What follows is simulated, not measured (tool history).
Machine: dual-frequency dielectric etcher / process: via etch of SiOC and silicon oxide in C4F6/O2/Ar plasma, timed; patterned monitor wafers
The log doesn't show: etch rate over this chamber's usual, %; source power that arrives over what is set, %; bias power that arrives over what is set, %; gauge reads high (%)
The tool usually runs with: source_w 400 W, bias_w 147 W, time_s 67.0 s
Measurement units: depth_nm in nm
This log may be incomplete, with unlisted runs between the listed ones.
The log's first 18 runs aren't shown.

run	hour	source_w	bias_w	time_s	wafers since the last listed run	hours since the last wet clean	hours since the last source power generator calibration	hours since the last bias power generator calibration	hours since the last upper electrode change	hours since the gauge calibration	read-back reference wafer on the same gauge, depth_nm	depth_nm
19	960.9	370	129	78.5	307	183.9	2578.3	2198.9	461.6	434.0	66.8	75.5
20	1022.8	330	180	67.0	505	245.8	2640.2	2260.8	523.5	495.9	66.7	66.4
# hour 1033.4: bias power generator calibrated
# hour 1038.4: source power generator calibrated
21	1062.9	500	114	85.5	261	285.9	24.5	29.5	563.6	536.0	66.8	90.4
22	1217.2	490	136	59.5	1259	440.2	178.8	183.8	717.9	690.3	66.8	64.4
23	1254.5	400	174	67.0	304	477.5	216.1	221.1	755.2	727.6	66.8	71.1
# hour 1294.0: wet clean of the chamber
24	1301.9	400	147	67.0	190	7.9	263.5	268.5	802.6	775.0	66.8	69.0
25	1340.6	400	147	67.0	315	46.6	302.2	307.2	841.3	813.7	66.7	69.0
26	1380.6	400	112	55.5	326	86.6	342.2	347.2	881.3	853.7	66.8	54.2
27	1432.5	400	147	67.0	423	138.5	394.1	399.1	933.2	905.6	66.8	68.6
28	1502.4	320	147	67.0	570	208.4	464.0	469.0	1003.1	975.5	66.8	63.7
29	1542.6	400	147	67.0	328	248.6	504.2	509.2	1043.3	1015.7	66.8	68.7
30	1624.7	400	147	76.5	669	330.7	586.3	591.3	1125.4	1097.8	66.8	77.8

Branching from run 30: 4 alternative next runs. What would each branch give?
A	1625.1	400	147	67.0	3	331.1	586.7	591.7	1125.8	1098.2	?	?
B	1625.1	370	158	67.0	3	331.1	586.7	591.7	1125.8	1098.2	?	?
C	1625.1	490	162	81.0	3	331.1	586.7	591.7	1125.8	1098.2	?	?
D	1625.1	360	147	59.5	3	331.1	586.7	591.7	1125.8	1098.2	?	?

run	read-back reference wafer on the same gauge, depth_nm	depth_nm
A	66.8	68.3
B	66.8	67.5
C	66.8	90.2
D	66.8	58.5
Had the tool no hidden state, the same runs would have come out as:
run	depth_nm
A	69.2
B	68.4
C	91.5
D	59.3
